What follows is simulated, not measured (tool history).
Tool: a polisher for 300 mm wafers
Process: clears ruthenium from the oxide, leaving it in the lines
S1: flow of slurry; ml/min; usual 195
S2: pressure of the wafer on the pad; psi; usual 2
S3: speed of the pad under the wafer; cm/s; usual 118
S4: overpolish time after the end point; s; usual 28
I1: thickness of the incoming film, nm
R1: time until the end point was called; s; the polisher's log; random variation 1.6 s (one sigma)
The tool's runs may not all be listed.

run	day	S1	S2	S3	S4	I1	R1
1	0	240	2	118	28	110.4	92.9
2	1.004	240	2	118	28	109.3	95.4
# day 3.392: worn pad replaced by a new one
3	4	240	2	118	28	110.9	97.6
# day 5.496: head pressure recalibrated
4	5.625	195	2	118	28	109.1	90.6
5	8.017	195	2	130	28	110	86
6	10.358	195	2	130	28	110.8	84.4
7	11.4	195	2	88	28	109	105.7
8	13.021	195	2	88	28	109.8	108.6
9	14.6	195	2	88	28	110.8	114.1
10	15.946	195	2	118	28	111.1	96.3
# day 16.362: worn pad replaced by a new one, of another model than before
11	17.554	195	2	118	28	109	89.5
12	20.104	195	2	118	28	110.5	96.4
13	22.667	195	2	118	28	109.5	94.8
# day 23.167: head pressure recalibrated
14	24.775	195	2	118	28	108.2	87
# day 25.6: slurry nozzle cleaned
# day 26.6: worn pad replaced by a new one
15	26.679	195	2	118	23	110.2	87.5
16	28.796	195	2	118	28	109.4	91.1
17	31.679	260	2.7	76	13	111.2	85.3
18	33.646	195	2	118	28	111.5	92.4
19	36.554	195	1.6	118	41	109.7	105.5
# day 36.967: worn pad replaced by a new one
# day 38.325: head pressure recalibrated
20	38.917	195	2	118	28	108.8	88.2
21	41.342	195	2.3	118	18	111	84.9
22	44	230	2	118	28	109.2	85.6
23	46.546	230	2.5	118	45	110	77.3
# day 47.7: worn pad replaced by a new one
24	49.029	195	2	118	28	109.3	90.4
25	51.846	195	2	118	28	109.6	92.1
# day 54.075: head pressure recalibrated
26	54.725	195	2	130	28	111	88.4
27	55.996	215	2	118	19	111.5	90
28	58.625	195	2	118	22	109.2	90.7

5 ways to go on from here, each from the tool as it stands after run 28. What would each give?
A	58.642	195	2	92	28	109.9	?
B	58.642	195	1.4	118	28	109.9	?
C	58.642	195	2	138	36	109.9	?
D	58.642	235	2.4	152	28	109.9	?
E	58.642	125	2.3	92	28	109.9	?

run	R1
A	99.5
B	107.7
C	85.8
D	71.9
E	117.8
Without the tool's hidden state the same runs would have given:
run	R1
A	96.1
B	104
C	82.8
D	69.5
E	113.7
